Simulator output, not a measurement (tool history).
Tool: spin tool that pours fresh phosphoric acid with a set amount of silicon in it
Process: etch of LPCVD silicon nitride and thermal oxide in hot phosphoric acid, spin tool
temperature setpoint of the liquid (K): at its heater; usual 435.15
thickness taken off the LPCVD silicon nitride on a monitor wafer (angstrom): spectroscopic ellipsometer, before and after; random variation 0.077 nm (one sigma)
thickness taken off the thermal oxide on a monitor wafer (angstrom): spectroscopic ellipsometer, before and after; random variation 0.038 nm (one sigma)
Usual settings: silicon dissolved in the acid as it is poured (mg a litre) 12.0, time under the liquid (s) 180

| run | hour | temperature setpoint of the liquid (K) | silicon dissolved in the acid as it is poured (mg a litre) | time under the liquid (s) | wafers since the last listed run | hours since the thermometer was replaced | hours since the dissolved silicon flow meter was replaced | hours since the heated supply line was repaired | hours since the gauge calibration | read-back film thickness of the LPCVD silicon nitride reference wafer, read on the same gauge (nm) | read-back film thickness of the thermal oxide reference wafer, read on the same gauge (nm) | thickness taken off the LPCVD silicon nitride on a monitor wafer (angstrom) | thickness taken off the thermal oxide on a monitor wafer (angstrom) |
|---|---|---|---|---|---|---|---|---|---|---|---|---|---|
| 1 | 0.0 | 435.15 | 12.0 | 205 | 0 | 2191.4 | 2069.0 | 4395.4 | 320.9 | 120.02 | 69.980 | 214.3 | 6.29 |
|  | 6.9 | heated supply line repaired |
| 2 | 7.4 | 435.15 | 12.0 | 110 | 35 | 2198.8 | 2076.4 | 0.5 | 328.3 | 119.98 | 69.986 | 115.6 | 3.57 |
|  | 18.9 | dissolved silicon flow meter replaced |
| 3 | 20.0 | 433.15 | 7.5 | 180 | 64 | 2211.4 | 1.1 | 13.1 | 340.9 | 120.00 | 69.987 | 175.7 | 5.30 |
| 4 | 34.9 | 435.15 | 12.0 | 180 | 83 | 2226.3 | 16.0 | 28.0 | 355.8 | 120.00 | 70.024 | 189.2 | 6.34 |
| 5 | 51.9 | 435.15 | 9.0 | 180 | 95 | 2243.3 | 33.0 | 45.0 | 372.8 | 120.00 | 70.008 | 188.0 | 6.28 |
| 6 | 68.7 | 433.15 | 7.0 | 180 | 93 | 2260.1 | 49.8 | 61.8 | 389.6 | 120.01 | 69.963 | 176.8 | 5.25 |
| 7 | 80.8 | 435.15 | 12.0 | 250 | 67 | 2272.2 | 61.9 | 73.9 | 401.7 | 119.99 | 70.008 | 263.6 | 7.73 |
|  | 91.9 | thermometer replaced |
| 8 | 94.9 | 433.15 | 20.0 | 180 | 73 | 3.0 | 76.0 | 88.0 | 415.8 | 119.99 | 70.045 | 161.1 | 3.33 |
|  | 103.7 | gauge calibrated |
| 9 | 108.0 | 435.15 | 12.0 | 180 | 73 | 16.1 | 89.1 | 101.1 | 4.3 | 119.99 | 70.009 | 171.9 | 4.36 |
| 10 | 119.9 | 437.15 | 12.0 | 135 | 66 | 28.0 | 101.0 | 113.0 | 16.2 | 119.99 | 69.992 | 137.7 | 4.18 |
| 11 | 133.4 | 433.65 | 6.0 | 245 | 75 | 41.5 | 114.5 | 126.5 | 29.7 | 120.02 | 70.024 | 223.7 | 5.85 |
| 12 | 141.9 | 435.15 | 12.0 | 180 | 47 | 50.0 | 123.0 | 135.0 | 38.2 | 120.01 | 70.028 | 171.9 | 4.38 |
| 13 | 157.1 | 437.15 | 3.5 | 180 | 84 | 65.2 | 138.2 | 150.2 | 53.4 | 120.00 | 69.998 | 186.7 | 6.29 |
| 14 | 170.5 | 435.15 | 12.0 | 180 | 74 | 78.6 | 151.6 | 163.6 | 66.8 | 120.01 | 70.014 | 173.6 | 4.39 |
| 15 | 187.0 | 435.15 | 10.0 | 130 | 92 | 95.1 | 168.1 | 180.1 | 83.3 | 119.99 | 70.002 | 124.7 | 3.09 |
| 16 | 201.1 | 432.65 | 12.0 | 180 | 78 | 109.2 | 182.2 | 194.2 | 97.4 | 120.00 | 70.013 | 158.2 | 3.75 |
| 17 | 218.2 | 437.65 | 8.0 | 100 | 95 | 126.3 | 199.3 | 211.3 | 114.5 | 120.01 | 70.016 | 104.3 | 3.54 |
| 18 | 233.3 | 437.15 | 5.0 | 95 | 84 | 141.4 | 214.4 | 226.4 | 129.6 | 119.99 | 69.993 | 97.9 | 2.92 |
| 19 | 250.5 | 435.15 | 12.0 | 205 | 96 | 158.6 | 231.6 | 243.6 | 146.8 | 120.01 | 69.993 | 197.8 | 6.22 |
| 20 | 261.2 | 435.15 | 16.0 | 180 | 59 | 169.3 | 242.3 | 254.3 | 157.5 | 119.97 | 70.021 | 173.7 | 3.99 |
| 21 | 274.9 | 435.15 | 12.0 | 180 | 76 | 183.0 | 256.0 | 268.0 | 171.2 | 120.02 | 70.004 | 173.7 | 4.61 |

5 ways to go on from here, each from the tool as it stands after run 21. What would each give?
| A | 275.4 | 435.15 | 12.0 | 230 | 2 | 183.5 | 256.5 | 268.5 | 171.7 | ? | ? | ? | ? |
| B | 275.4 | 436.15 | 16.5 | 260 | 2 | 183.5 | 256.5 | 268.5 | 171.7 | ? | ? | ? | ? |
| C | 275.4 | 437.65 | 3.0 | 260 | 2 | 183.5 | 256.5 | 268.5 | 171.7 | ? | ? | ? | ? |
| D | 275.4 | 435.15 | 12.0 | 235 | 2 | 183.5 | 256.5 | 268.5 | 171.7 | ? | ? | ? | ? |
| E | 275.4 | 435.15 | 15.5 | 180 | 2 | 183.5 | 256.5 | 268.5 | 171.7 | ? | ? | ? | ? |

| run | read-back film thickness of the LPCVD silicon nitride reference wafer, read on the same gauge (nm) | read-back film thickness of the thermal oxide reference wafer, read on the same gauge (nm) | thickness taken off the LPCVD silicon nitride on a monitor wafer (angstrom) | thickness taken off the thermal oxide on a monitor wafer (angstrom) |
|---|---|---|---|---|
| A | 120.01 | 70.022 | 220.7 | 5.02 |
| B | 120.01 | 70.022 | 257.9 | 5.47 |
| C | 120.01 | 70.022 | 270.9 | 8.24 |
| D | 120.01 | 70.022 | 225.5 | 5.13 |
| E | 120.01 | 70.022 | 172.7 | 3.61 |
Without the tool's hidden state the same runs would have given:
| run | thickness taken off the LPCVD silicon nitride on a monitor wafer (angstrom) | thickness taken off the thermal oxide on a monitor wafer (angstrom) |
|---|---|---|
| A | 218.1 | 4.89 |
| B | 254.8 | 5.33 |
| C | 267.8 | 8.03 |
| D | 222.8 | 5.00 |
| E | 170.7 | 3.52 |

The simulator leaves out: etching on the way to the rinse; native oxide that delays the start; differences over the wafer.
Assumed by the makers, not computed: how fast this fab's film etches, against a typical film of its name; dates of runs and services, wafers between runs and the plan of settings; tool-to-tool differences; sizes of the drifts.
